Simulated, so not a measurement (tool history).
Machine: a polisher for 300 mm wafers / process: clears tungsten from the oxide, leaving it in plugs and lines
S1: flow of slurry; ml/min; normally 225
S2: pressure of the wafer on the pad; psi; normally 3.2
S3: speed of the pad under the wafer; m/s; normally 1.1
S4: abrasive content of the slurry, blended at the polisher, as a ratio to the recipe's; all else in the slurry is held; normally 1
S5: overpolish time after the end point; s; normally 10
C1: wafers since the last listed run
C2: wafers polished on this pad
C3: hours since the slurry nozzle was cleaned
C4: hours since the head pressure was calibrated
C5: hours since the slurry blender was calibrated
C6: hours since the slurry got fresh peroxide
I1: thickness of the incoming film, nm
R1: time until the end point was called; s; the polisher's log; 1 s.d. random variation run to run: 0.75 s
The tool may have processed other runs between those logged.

run 1 hour=0 | S1=225 S2=3.2 S3=1.1 S4=1 S5=10 | C1=0 C2=608 C3=779.9 C4=924 C5=83.6 C6=73.9 | I1=329.4 | R1=70.1
run 2 hour=8.3 | S1=225 S2=3.2 S3=1.1 S4=1 S5=10 | C1=56 C2=665 C3=788.2 C4=932.3 C5=91.9 C6=82.2 | I1=328.8 | R1=69.1
run 3 hour=21.7 | S1=225 S2=3.2 S3=1.1 S4=1.2 S5=10 | C1=91 C2=756 C3=801.6 C4=945.7 C5=105.3 C6=95.6 | I1=328.8 | R1=72.6
-- hour=31.4 slurry tank refilled with fresh slurry and peroxide
run 4 hour=38.1 | S1=225 S2=3.2 S3=1.1 S4=1.2 S5=10 | C1=105 C2=861 C3=818 C4=962.1 C5=121.7 C6=6.7 | I1=329.6 | R1=63.8
run 5 hour=54.9 | S1=225 S2=2.8 S3=1.3 S4=1 S5=10 | C1=114 C2=976 C3=834.8 C4=978.9 C5=138.5 C6=23.5 | I1=325 | R1=66.1
run 6 hour=65.4 | S1=225 S2=2.8 S3=1.3 S4=1 S5=10 | C1=71 C2=1047 C3=845.3 C4=989.4 C5=149 C6=34 | I1=331.5 | R1=68.7
run 7 hour=78.3 | S1=225 S2=3.2 S3=0.84 S4=1 S5=10 | C1=87 C2=1135 C3=858.2 C4=1002.3 C5=161.9 C6=46.9 | I1=336 | R1=96.3
-- hour=80.3 slurry blender recalibrated
-- hour=84.2 worn pad replaced by a new one
run 8 hour=94.8 | S1=225 S2=3.2 S3=0.84 S4=1 S5=10 | C1=72 C2=72 C3=874.7 C4=1018.8 C5=14.5 C6=63.4 | I1=332 | R1=88
run 9 hour=117.3 | S1=225 S2=3.2 S3=1.1 S4=1 S5=10 | C1=153 C2=225 C3=897.2 C4=1041.3 C5=37 C6=85.9 | I1=327.2 | R1=69.6
run 10 hour=128.7 | S1=225 S2=3.2 S3=1.1 S4=1 S5=10 | C1=77 C2=303 C3=908.6 C4=1052.7 C5=48.4 C6=97.3 | I1=337.1 | R1=74.5
-- hour=130.9 slurry tank refilled with fresh slurry and peroxide
-- hour=137 slurry nozzle cleaned
run 11 hour=163.6 | S1=225 S2=3.2 S3=1.1 S4=1 S5=10 | C1=224 C2=527 C3=26.6 C4=1087.6 C5=83.3 C6=32.7 | I1=330.8 | R1=66
run 12 hour=169.8 | S1=225 S2=3.2 S3=0.92 S4=0.8 S5=5 | C1=42 C2=569 C3=32.8 C4=1093.8 C5=89.5 C6=38.9 | I1=327.4 | R1=82.2
run 13 hour=182.7 | S1=225 S2=3.2 S3=1.4 S4=1 S5=10 | C1=87 C2=657 C3=45.7 C4=1106.7 C5=102.4 C6=51.8 | I1=330.7 | R1=53.9
run 14 hour=193.5 | S1=225 S2=2.5 S3=1.1 S4=1 S5=10 | C1=73 C2=731 C3=56.5 C4=1117.5 C5=113.2 C6=62.6 | I1=326.9 | R1=89.5
run 15 hour=210.2 | S1=225 S2=2.6 S3=1.26 S4=1.1 S5=14 | C1=113 C2=845 C3=73.2 C4=1134.2 C5=129.9 C6=79.3 | I1=326.3 | R1=75.5
-- hour=218.9 slurry tank refilled with fresh slurry and peroxide
run 16 hour=220.3 | S1=225 S2=2.2 S3=1.1 S4=1 S5=10 | C1=62 C2=907 C3=83.3 C4=1144.3 C5=140 C6=1.4 | I1=332.5 | R1=99.3
-- hour=227.3 head pressure recalibrated
run 17 hour=228.5 | S1=225 S2=3.2 S3=1.1 S4=1 S5=10 | C1=42 C2=949 C3=91.5 C4=1.2 C5=148.2 C6=9.6 | I1=326.3 | R1=69.7
run 18 hour=241.1 | S1=155 S2=3.2 S3=1.1 S4=1.1 S5=10 | C1=85 C2=1035 C3=104.1 C4=13.8 C5=160.8 C6=22.2 | I1=330.2 | R1=74.5
-- hour=256.2 worn pad replaced by a new one
run 19 hour=258.2 | S1=145 S2=3.2 S3=1.1 S4=1 S5=10 | C1=89 C2=13 C3=121.2 C4=30.9 C5=177.9 C6=39.3 | I1=329.6 | R1=69.4
run 20 hour=272.1 | S1=225 S2=3.5 S3=1.28 S4=1 S5=10 | C1=94 C2=108 C3=135.1 C4=44.8 C5=191.8 C6=53.2 | I1=332.1 | R1=53.4
run 21 hour=280.8 | S1=300 S2=3.2 S3=0.72 S4=1 S5=16 | C1=59 C2=167 C3=143.8 C4=53.5 C5=200.5 C6=61.9 | I1=330.8 | R1=96.9
-- hour=292.7 slurry blender recalibrated
run 22 hour=298.2 | S1=225 S2=3.2 S3=1.1 S4=1 S5=10 | C1=105 C2=272 C3=161.2 C4=70.9 C5=5.5 C6=79.3 | I1=327.2 | R1=69.5
run 23 hour=307.8 | S1=180 S2=2.9 S3=1.34 S4=1 S5=10 | C1=65 C2=338 C3=170.8 C4=80.5 C5=15.1 C6=88.9 | I1=336.2 | R1=68.1
run 24 hour=320 | S1=225 S2=4.2 S3=1.1 S4=0.85 S5=6 | C1=83 C2=421 C3=183 C4=92.7 C5=27.3 C6=101.1 | I1=329.8 | R1=57.9
-- hour=322.8 slurry tank refilled with fresh slurry and peroxide
run 25 hour=367.5 | S1=160 S2=3.2 S3=1.4 S4=1 S5=10 | C1=317 C2=738 C3=230.5 C4=140.2 C5=74.8 C6=44.7 | I1=334.1 | R1=58.6

Below are 5 alternative next runs, each starting from the tool's condition after run 25. Predict each:
run A hour=367.9 | S1=225 S2=3.2 S3=1.1 S4=1 S5=10 | C1=2 C2=741 C3=230.9 C4=140.6 C5=75.2 C6=45.1 | I1=333.1 | R1=?
run B hour=367.9 | S1=225 S2=3.2 S3=0.8 S4=1 S5=10 | C1=2 C2=741 C3=230.9 C4=140.6 C5=75.2 C6=45.1 | I1=333.1 | R1=?
run C hour=367.9 | S1=225 S2=3.2 S3=1.1 S4=0.7 S5=8 | C1=2 C2=741 C3=230.9 C4=140.6 C5=75.2 C6=45.1 | I1=333.1 | R1=?
run D hour=367.9 | S1=225 S2=3.2 S3=1.1 S4=1.2 S5=15 | C1=2 C2=741 C3=230.9 C4=140.6 C5=75.2 C6=45.1 | I1=333.1 | R1=?
run E hour=367.9 | S1=180 S2=2.3 S3=1.1 S4=1 S5=12 | C1=2 C2=741 C3=230.9 C4=140.6 C5=75.2 C6=45.1 | I1=333.1 | R1=?

run=A R1=69.9
run=B R1=94.9
run=C R1=74
run=D R1=67.7
run=E R1=100.5
Without the tool's unlogged condition, the same runs would have read:
run=A R1=64
run=B R1=86.9
run=C R1=67.8
run=D R1=62
run=E R1=92.1
